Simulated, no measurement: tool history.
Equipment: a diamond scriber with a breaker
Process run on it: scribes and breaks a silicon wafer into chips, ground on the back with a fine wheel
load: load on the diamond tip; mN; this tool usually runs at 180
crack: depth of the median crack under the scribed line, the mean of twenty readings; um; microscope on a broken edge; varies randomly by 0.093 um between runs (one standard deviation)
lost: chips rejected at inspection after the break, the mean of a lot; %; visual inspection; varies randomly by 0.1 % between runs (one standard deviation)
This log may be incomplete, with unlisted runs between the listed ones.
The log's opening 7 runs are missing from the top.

run    hour  load  wafers since the last listed run  hours since the diamond tip was replaced  hours since the load on the tip was calibrated  incoming depth of the damage left on the back of the incoming wafer, um  crack   lost
  8   640.0   180                               206                                     674.8                                          1074.7                                                                     2.20  10.28   2.69
  9   712.9   145                               240                                     747.7                                          1147.6                                                                     2.13   8.14   7.09
 10   773.8   145                               200                                     808.6                                          1208.5                                                                     1.57   8.15   6.24
      814.6  -- diamond tip replaced by a new one
 11   862.3   145                               285                                      47.7                                          1297.0                                                                     1.92   8.10   6.37
 12   948.4   180                               283                                     133.8                                          1383.1                                                                     1.63  10.39   1.93
 13  1219.5   158                               893                                     404.9                                          1654.2                                                                     2.54   9.02   4.66
 14  1323.8   158                               343                                     509.2                                          1758.5                                                                     2.33   8.89   4.63
 15  1379.7   195                               184                                     565.1                                          1814.4                                                                     1.53  11.10   2.38
 16  1429.7   220                               164                                     615.1                                          1864.4                                                                     2.21  12.58   5.26
 17  1517.0   148                               287                                     702.4                                          1951.7                                                                     2.48   8.45   6.94
     1654.7  -- load on the tip recalibrated
 18  1724.7   234                               678                                     910.1                                            70.0                                                                     2.75  13.25   7.70
     1795.3  -- diamond tip replaced by a new one
 19  1823.1   180                               317                                      27.8                                           168.4                                                                     2.35  10.18   2.62
 20  1908.6   212                               281                                     113.3                                           253.9                                                                     1.69  11.94   3.61
 21  1975.9   139                               221                                     180.6                                           321.2                                                                     2.70   7.76  11.55
 22  2074.5   130                               325                                     279.2                                           419.8                                                                     2.80   7.15  16.77
 23  2180.6   137                               349                                     385.3                                           525.9                                                                     2.14   7.62  10.14
 24  2217.5   227                               121                                     422.2                                           562.8                                                                     2.31  13.06   5.93
 25  2257.7   180                               132                                     462.4                                           603.0                                                                     1.89  10.20   2.17

Run 26 is up next; what results do you expect?
 26  2347.0   180                               294                                     551.7                                           692.3                                                                     1.51      ?     ?

For run 26 the tool returned crack 10.35 um, lost 2.10 %.
If the tool had no hidden condition, the same run with the same run-to-run variation would have returned crack 10.35 um, lost 2.10 %.

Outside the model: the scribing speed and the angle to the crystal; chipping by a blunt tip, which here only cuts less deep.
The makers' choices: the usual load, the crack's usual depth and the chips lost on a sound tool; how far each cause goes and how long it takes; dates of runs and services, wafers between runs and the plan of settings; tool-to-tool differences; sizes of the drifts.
